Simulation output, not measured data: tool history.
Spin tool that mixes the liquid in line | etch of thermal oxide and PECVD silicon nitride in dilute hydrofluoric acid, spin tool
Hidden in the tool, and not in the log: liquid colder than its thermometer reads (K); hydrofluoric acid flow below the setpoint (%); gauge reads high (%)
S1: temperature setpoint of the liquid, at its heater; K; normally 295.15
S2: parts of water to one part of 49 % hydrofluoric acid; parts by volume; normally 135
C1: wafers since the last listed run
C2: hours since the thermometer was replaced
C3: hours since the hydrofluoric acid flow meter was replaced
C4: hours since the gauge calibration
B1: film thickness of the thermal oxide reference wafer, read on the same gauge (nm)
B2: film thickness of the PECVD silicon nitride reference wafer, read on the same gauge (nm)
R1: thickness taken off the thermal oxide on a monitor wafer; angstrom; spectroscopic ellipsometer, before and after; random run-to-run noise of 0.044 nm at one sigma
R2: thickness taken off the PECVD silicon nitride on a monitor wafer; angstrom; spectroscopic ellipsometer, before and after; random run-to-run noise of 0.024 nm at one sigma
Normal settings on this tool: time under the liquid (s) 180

run 1 hour=0 | S1=295.15 S2=115 time_under_the_liquid_(s)=245 | C1=0 C2=384.7 C3=1299.2 C4=521.6 | B1=139.98 B2=30.009 | R1=84.9 R2=30.87
run 2 hour=66.2 | S1=295.15 S2=115 time_under_the_liquid_(s)=245 | C1=328 C2=450.9 C3=1365.4 C4=587.8 | B1=140.02 B2=29.983 | R1=85.6 R2=29.74
run 3 hour=123.3 | S1=296.15 S2=135 time_under_the_liquid_(s)=225 | C1=283 C2=508 C3=1422.5 C4=644.9 | B1=140.04 B2=29.975 | R1=66.7 R2=24.92
run 4 hour=205.3 | S1=295.15 S2=135 time_under_the_liquid_(s)=230 | C1=406 C2=590 C3=1504.5 C4=726.9 | B1=140.03 B2=30.003 | R1=67.4 R2=24.1
run 5 hour=255.7 | S1=295.15 S2=135 time_under_the_liquid_(s)=230 | C1=249 C2=640.4 C3=1554.9 C4=777.3 | B1=139.99 B2=29.982 | R1=66.4 R2=23.92
run 6 hour=355.8 | S1=295.15 S2=135 time_under_the_liquid_(s)=230 | C1=496 C2=740.5 C3=1655 C4=877.4 | B1=140.02 B2=29.99 | R1=65.9 R2=24.03
run 7 hour=405.7 | S1=295.15 S2=135 time_under_the_liquid_(s)=180 | C1=247 C2=790.4 C3=1704.9 C4=927.3 | B1=140 B2=30.003 | R1=51.8 R2=18.87
run 8 hour=504.5 | S1=295.15 S2=135 time_under_the_liquid_(s)=180 | C1=490 C2=889.2 C3=1803.7 C4=1026.1 | B1=140 B2=30.036 | R1=51.2 R2=18.73
run 9 hour=581.5 | S1=295.15 S2=135 time_under_the_liquid_(s)=180 | C1=381 C2=966.2 C3=1880.7 C4=1103.1 | B1=140.01 B2=30.004 | R1=51.2 R2=18
run 10 hour=636.7 | S1=295.15 S2=135 time_under_the_liquid_(s)=105 | C1=273 C2=1021.4 C3=1935.9 C4=1158.3 | B1=140 B2=29.989 | R1=29.8 R2=10.52
run 11 hour=689.7 | S1=292.15 S2=135 time_under_the_liquid_(s)=180 | C1=262 C2=1074.4 C3=1988.9 C4=1211.3 | B1=140.01 B2=29.991 | R1=45.2 R2=14.97
run 12 hour=727.1 | S1=295.15 S2=135 time_under_the_liquid_(s)=180 | C1=185 C2=1111.8 C3=2026.3 C4=1248.7 | B1=140.04 B2=30.032 | R1=51.1 R2=17.79
-- hour=799.8 hydrofluoric acid flow meter replaced
run 13 hour=807 | S1=295.15 S2=135 time_under_the_liquid_(s)=100 | C1=391 C2=1191.7 C3=7.2 C4=1328.6 | B1=140.03 B2=29.967 | R1=28 R2=10.32
run 14 hour=876 | S1=295.15 S2=135 time_under_the_liquid_(s)=275 | C1=342 C2=1260.7 C3=76.2 C4=1397.6 | B1=139.96 B2=30.022 | R1=77.3 R2=27.65
-- hour=894 thermometer replaced
run 15 hour=970.9 | S1=300.15 S2=165 time_under_the_liquid_(s)=100 | C1=465 C2=76.9 C3=171.1 C4=1492.5 | B1=140 B2=30.018 | R1=27.9 R2=12.3
run 16 hour=1025 | S1=295.15 S2=115 time_under_the_liquid_(s)=245 | C1=268 C2=131 C3=225.2 C4=1546.6 | B1=140 B2=30.005 | R1=85.4 R2=30.02
run 17 hour=1076.7 | S1=299.15 S2=75 time_under_the_liquid_(s)=120 | C1=256 C2=182.7 C3=276.9 C4=1598.3 | B1=139.98 B2=29.992 | R1=79.3 R2=29.9
run 18 hour=1113.2 | S1=297.15 S2=75 time_under_the_liquid_(s)=260 | C1=181 C2=219.2 C3=313.4 C4=1634.8 | B1=140.02 B2=30.005 | R1=158.8 R2=55.29
-- hour=1144.4 gauge calibrated
run 19 hour=1423.7 | S1=299.15 S2=65 time_under_the_liquid_(s)=215 | C1=1539 C2=529.7 C3=623.9 C4=279.3 | B1=140.03 B2=30.01 | R1=162.5 R2=60.3
run 20 hour=1477 | S1=295.15 S2=135 time_under_the_liquid_(s)=180 | C1=264 C2=583 C3=677.2 C4=332.6 | B1=140 B2=30.002 | R1=52 R2=18.48
run 21 hour=1557.7 | S1=295.15 S2=135 time_under_the_liquid_(s)=180 | C1=400 C2=663.7 C3=757.9 C4=413.3 | B1=139.99 B2=30.009 | R1=52.2 R2=18.83

Forecast each of these 3 alternatives for the next run:
run A hour=1558.2 | S1=295.15 S2=180 time_under_the_liquid_(s)=180 | C1=2 C2=664.2 C3=758.4 C4=413.8 | B1=? B2=? | R1=? R2=?
run B hour=1558.2 | S1=295.15 S2=75 time_under_the_liquid_(s)=90 | C1=2 C2=664.2 C3=758.4 C4=413.8 | B1=? B2=? | R1=? R2=?
run C hour=1558.2 | S1=295.15 S2=135 time_under_the_liquid_(s)=110 | C1=2 C2=664.2 C3=758.4 C4=413.8 | B1=? B2=? | R1=? R2=?

run=A B1=139.99 B2=29.985 R1=36.6 R2=14.28
run=B B1=139.99 B2=29.985 R1=49.4 R2=16.82
run=C B1=139.99 B2=29.985 R1=31.3 R2=11.56
Without the tool's unlogged condition, the same runs would have read:
run=A R1=37.5 R2=14.86
run=B R1=50.7 R2=17.55
run=C R1=32.1 R2=12.05
